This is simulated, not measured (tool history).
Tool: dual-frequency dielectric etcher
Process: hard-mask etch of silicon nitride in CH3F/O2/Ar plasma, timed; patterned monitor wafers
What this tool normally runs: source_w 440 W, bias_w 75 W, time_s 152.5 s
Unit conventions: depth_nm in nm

| run | hour | source_w | bias_w | time_s | read-back reference wafer on the same gauge, depth_nm | depth_nm |
|---|---|---|---|---|---|---|
| 1 | 0 | 440 | 75 | 152.5 | 115 | 103.5 |
| 2 | 262.3 | 440 | 75 | 152.5 | 115 | 103 |
| 3 | 334.1 | 440 | 75 | 152.5 | 115 | 102.9 |
| 4 | 378.7 | 440 | 75 | 152.5 | 115 | 103.2 |
| 5 | 471.6 | 440 | 63 | 152.5 | 114.9 | 98.1 |
| 6 | 518.2 | 500 | 84 | 131.5 | 115 | 93.7 |
| 7 | 630.2 | 540 | 81 | 152.5 | 115 | 110.5 |
| 8 | 705.7 | 340 | 75 | 177.5 | 115 | 115.2 |
| 9 | 777.7 | 360 | 81 | 185.5 | 115 | 124.2 |
| 10 | 823.2 | 440 | 84 | 138.5 | 114.9 | 97.1 |
| 11 | 873 | 530 | 60 | 152.5 | 115 | 100.9 |
| 12 | 946.5 | 440 | 60 | 152.5 | 115 | 97.4 |
| 13 | 996.5 | 440 | 75 | 152.5 | 115 | 103.3 |
| 14 | 1039.5 | 440 | 75 | 152.5 | 115 | 103.2 |
| 15 | 1110.1 | 410 | 86 | 152.5 | 115 | 105.7 |
| 16 | 1190.4 | 500 | 83 | 114.5 | 114.9 | 81.6 |
| 17 | 1249.5 | 440 | 67 | 192 | 115.1 | 125.2 |
| 18 | 1328.2 | 410 | 69 | 133.5 | 114.9 | 86.7 |
| 19 | 1400.1 | 440 | 63 | 174.5 | 115 | 113.3 |
| 20 | 1429.3 | 350 | 75 | 139 | 115 | 90.6 |
| 21 | 1514.3 | 440 | 75 | 172 | 115 | 117.2 |
| 22 | 1599 | 530 | 62 | 112 | 115 | 74.7 |
| 23 | 1679.3 | 440 | 80 | 110.5 | 115 | 76.3 |
| 24 | 1721.4 | 440 | 75 | 152.5 | 115 | 103.2 |
| 25 | 1768.8 | 440 | 75 | 152.5 | 115 | 103.4 |
| 26 | 2043.3 | 440 | 75 | 152.5 | 115 | 102.4 |
| 27 | 2116.5 | 400 | 75 | 152.5 | 115.1 | 101.1 |
| 28 | 2265.5 | 390 | 63 | 188 | 114.9 | 118.9 |
| 29 | 2335.9 | 440 | 89 | 179.5 | 115 | 128.3 |

Not shown here: 7 entries made in the log between runs. Locate each between two listed runs and compare the hidden state at the listed run before it with the hidden state at the listed run after it:
Between runs 1 and 2: source power generator calibrated (hour 53.3); gauge calibrated (hour 179.7)
  etch rate over this chamber's usual, %: -0.124 -> -0.446
  difference, measured minus the result without the unlogged condition, depth_nm: -0.1 -> -0.4 nm
Between runs 6 and 7: wet clean of the chamber (hour 629.7)
  etch rate over this chamber's usual, %: -0.761 -> -0.00751
  difference, measured minus the result without the unlogged condition, depth_nm: -0.8 -> +0 nm
Between runs 11 and 12: bias power generator calibrated (hour 888.9)
  etch rate over this chamber's usual, %: -0.306 -> -0.397
  difference, measured minus the result without the unlogged condition, depth_nm: -0.3 -> -0.4 nm
Between runs 15 and 16: upper electrode replaced (hour 1189.9)
  etch rate over this chamber's usual, %: -0.598 -> -0.697
  difference, measured minus the result without the unlogged condition, depth_nm: -0.6 -> -0.6 nm
Between runs 18 and 19: wet clean of the chamber (hour 1399.6)
  etch rate over this chamber's usual, %: -0.866 -> -0.0192
  difference, measured minus the result without the unlogged condition, depth_nm: -0.7 -> +0 nm
Between runs 27 and 28: wet clean of the chamber (hour 2246)
  etch rate over this chamber's usual, %: -0.901 -> 0.0808
  difference, measured minus the result without the unlogged condition, depth_nm: -0.9 -> +0.1 nm
